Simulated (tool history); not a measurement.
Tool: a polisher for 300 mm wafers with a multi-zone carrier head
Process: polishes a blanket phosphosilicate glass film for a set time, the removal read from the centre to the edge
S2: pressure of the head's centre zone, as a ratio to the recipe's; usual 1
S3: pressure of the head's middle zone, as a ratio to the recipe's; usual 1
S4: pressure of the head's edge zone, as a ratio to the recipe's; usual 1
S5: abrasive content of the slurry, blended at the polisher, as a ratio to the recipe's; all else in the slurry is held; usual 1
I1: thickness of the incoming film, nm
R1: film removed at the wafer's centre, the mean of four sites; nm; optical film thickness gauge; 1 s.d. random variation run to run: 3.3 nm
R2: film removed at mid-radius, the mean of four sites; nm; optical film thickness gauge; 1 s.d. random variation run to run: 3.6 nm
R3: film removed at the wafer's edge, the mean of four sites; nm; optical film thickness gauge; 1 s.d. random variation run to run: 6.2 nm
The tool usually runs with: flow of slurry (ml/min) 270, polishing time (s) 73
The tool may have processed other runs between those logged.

Run 1, hour 0: usual settings but S4 1.06, S5 0.9; I1 4860.6. Result: R1 447.2 nm, R2 453.2 nm, R3 463.9 nm.
At hour 8: worn pad replaced by a new one.
Run 2, hour 17.8: usual settings but flow of slurry (ml/min) 335, S3 1.06; I1 4819.2. Result: R1 507.1 nm, R2 544.7 nm, R3 516.1 nm.
Run 3, hour 45.5: usual settings but S2 0.96, S5 1.1; I1 4755.1. Result: R1 503 nm, R2 539.4 nm, R3 531.1 nm.
At hour 109.8: carrier head's membrane replaced by a new one.
Run 4, hour 136.1: usual settings but S2 0.96, S5 1.1; I1 4724.3. Result: R1 492.9 nm, R2 528.9 nm, R3 516 nm.
Run 5, hour 161.7: usual settings but flow of slurry (ml/min) 325, S4 1.04; I1 4766.4. Result: R1 489.6 nm, R2 500.6 nm, R3 499.1 nm.
Run 6, hour 177.7: usual settings but S5 1.1, polishing time (s) 50; I1 4723.8. Result: R1 349.4 nm, R2 361.5 nm, R3 349 nm.
At hour 186.7: worn pad replaced by a new one.
Run 7, hour 208.8: usual settings but S3 0.91, polishing time (s) 91; I1 4775.5. Result: R1 613.4 nm, R2 579.5 nm, R3 619.1 nm.
At hour 223.4: centre zone pressure recalibrated.
Run 8, hour 235.3: usual settings; I1 4835.6. Result: R1 490.3 nm, R2 504.1 nm, R3 496.1 nm.
At hour 264.3: slurry nozzle cleaned.
At hour 267.8: edge zone pressure recalibrated.
Run 9, hour 269.2: usual settings but S5 1.15; I1 4779.7. Result: R1 527.3 nm, R2 545.4 nm, R3 529.7 nm.
Run 10, hour 294.3: usual settings; I1 4825. Result: R1 487.3 nm, R2 494 nm, R3 496.4 nm.
Run 11, hour 325.6: usual settings but S2 0.95; I1 4830.1. Result: R1 454.1 nm, R2 497.9 nm, R3 481.1 nm.
Run 12, hour 343.7: usual settings but polishing time (s) 57; I1 4819.2. Result: R1 371.2 nm, R2 383.7 nm, R3 382.8 nm.
At hour 373.7: worn pad replaced by a new one.
Run 13, hour 374.5: usual settings; I1 4717.8. Result: R1 490.3 nm, R2 511.3 nm, R3 507.4 nm.
Run 14, hour 398.2: usual settings; I1 4857.8. Result: R1 496.8 nm, R2 505.5 nm, R3 505.9 nm.
Run 15, hour 423.8: usual settings but S4 0.9, S5 1.15, polishing time (s) 59; I1 4870.5. Result: R1 433.2 nm, R2 442.5 nm, R3 416.6 nm.
Run 16, hour 459.9: usual settings but flow of slurry (ml/min) 325, S5 1.2; I1 4835.9. Result: R1 560.5 nm, R2 566.9 nm, R3 540.3 nm.
Run 17, hour 478.6: usual settings but S4 1.12, S5 0.8; I1 4758.9. Result: R1 405.2 nm, R2 418.1 nm, R3 440 nm.
Run 18, hour 496.7: usual settings but flow of slurry (ml/min) 210, S3 0.95, S4 1.07; I1 4833.9. Result: R1 458.8 nm, R2 455 nm, R3 498.3 nm.
Run 19, hour 518.6: usual settings; I1 4690.2. Result: R1 482.2 nm, R2 498.4 nm, R3 490.6 nm.
At hour 549.6: worn pad replaced by a new one.
Run 20, hour 550.1: usual settings but S3 0.9, S5 1.2; I1 4833.8. Result: R1 551.4 nm, R2 522.8 nm, R3 557 nm.
Run 21, hour 574.9: usual settings but S2 1.09; I1 4781. Result: R1 534.7 nm, R2 512.8 nm, R3 505.1 nm.

Here are 4 independent what-if runs from the current tool condition. What would each one return?
Run A, hour 575.3: usual settings but flow of slurry (ml/min) 300; I1 4775.4. Result: R1 ?, R2 ?, R3 ?.
Run B, hour 575.3: usual settings but flow of slurry (ml/min) 220, S2 1.12; I1 4775.4. Result: R1 ?, R2 ?, R3 ?.
Run C, hour 575.3: usual settings but S3 0.97, polishing time (s) 61; I1 4775.4. Result: R1 ?, R2 ?, R3 ?.
Run D, hour 575.3: usual settings but S3 1.1; I1 4775.4. Result: R1 ?, R2 ?, R3 ?.

run     R1     R2     R3
  A  493.4  520.5  502.6
  B  529.4  500.1  487.9
  C  406.9  418.9  416.4
  D  487.4  557.8  497.5
With the hidden condition removed and each run's random variation left untouched, the same runs would have given:
run     R1     R2     R3
  A  496.5  523.7  505.8
  B  532.7  503.2    491
  C  409.4  421.5    419
  D  490.4  561.3  500.6
